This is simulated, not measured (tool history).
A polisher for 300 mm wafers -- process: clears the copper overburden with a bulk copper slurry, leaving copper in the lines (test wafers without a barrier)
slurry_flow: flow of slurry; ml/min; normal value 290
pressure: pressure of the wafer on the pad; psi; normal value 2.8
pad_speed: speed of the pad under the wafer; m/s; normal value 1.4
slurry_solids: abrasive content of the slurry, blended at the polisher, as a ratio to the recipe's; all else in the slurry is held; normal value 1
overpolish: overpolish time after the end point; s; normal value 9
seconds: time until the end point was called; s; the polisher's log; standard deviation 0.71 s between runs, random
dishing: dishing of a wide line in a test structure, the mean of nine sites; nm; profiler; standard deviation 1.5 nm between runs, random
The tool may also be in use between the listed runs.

run,hour,slurry_flow,pressure,pad_speed,slurry_solids,overpolish,"incoming thickness of the incoming film, nm",seconds,dishing
1,0,290,3.5,1.52,1,9,650.1,32.9,89.7
2,29.4,290,2.8,1.7,1,9,645,38.5,79.1
3,58.7,290,2.8,1.7,1,9,647.1,40.5,78.9
# hour 63.3: worn pad replaced by a new one
4,71.8,290,2.8,1.4,1,9,660.6,45.7,70.5
5,101.5,290,2.8,1.68,1,9,637.9,39.1,80.5
6,124.3,290,3.1,1.4,1,9,645.9,43.8,73.8
7,155.8,290,3.1,1.4,1,9,658.6,48.8,73.1
# hour 172.9: worn pad replaced by a new one
8,173.4,290,3.1,1.4,1,9,659.9,43,76.9
# hour 185.7: slurry blender recalibrated
# hour 191.8: head pressure recalibrated
9,205.6,290,2.8,1.5,1,11,645.9,45,79
10,219.6,290,2.8,1.5,1,11,650.1,43.9,81.8
11,233,290,2.8,1.5,1,11,660.5,46.5,82.4
# hour 266.1: worn pad replaced by a new one
# hour 266.3: slurry nozzle cleaned
12,268.1,290,2.8,1.4,1,9,642,43.3,74.4
13,296.9,315,2.8,1.4,1,13,641.4,42.9,90.7
14,332.7,330,3.3,1.4,1,9,649.5,38.4,81.4
15,353,230,2.8,1.4,0.9,9,643.3,50.1,65.4
# hour 366: worn pad replaced by a new one
16,368.7,290,3.4,1.02,0.9,11,648.2,49.4,78.4
17,386,290,2.3,1.58,1.1,9,654.9,46.8,71.1
18,411.8,205,2.8,1.4,1,13,655,48.4,88
19,425.9,290,2.8,1.4,1,9,656.2,47.9,73
20,439,290,3.5,1.4,1,9,658.4,39.5,85.4
21,460.7,290,2.8,1.4,1,9,646.8,50.7,69.4
# hour 472.5: worn pad replaced by a new one
22,479.9,345,3.6,1.4,1.25,9,647.9,32.6,89.5

Table of differences, measured result less the result of that run with no hidden state. Run-to-run variation is the same in both. Gauge scatter possibly is not:
Hidden conditions of the tool in this case: removal rate lost through wear of the pad, %; slurry flow missing at the pad, %; deviation of the head's pressure from its setpoint, %; abrasive missing from the slurry, %.
run,seconds,dishing
1,+1.5,-2.2
2,+3,-3.6
3,+5.2,-6.6
4,+2.5,-2.5
5,+3,-3.8
6,+4.9,-5.5
7,+8.7,-9.5
8,+2.7,-3.1
9,+4,-3.9
10,+4.6,-5.2
11,+6,-6.5
12,+0.4,-0.4
13,+1,-1
14,+2.5,-3.4
15,+5.5,-5.1
16,+0.7,-0.7
17,+1,-1
18,+2.2,-2.1
19,+3,-3
20,+3.4,-4.5
21,+6.8,-6.7
22,+0.8,-1.2

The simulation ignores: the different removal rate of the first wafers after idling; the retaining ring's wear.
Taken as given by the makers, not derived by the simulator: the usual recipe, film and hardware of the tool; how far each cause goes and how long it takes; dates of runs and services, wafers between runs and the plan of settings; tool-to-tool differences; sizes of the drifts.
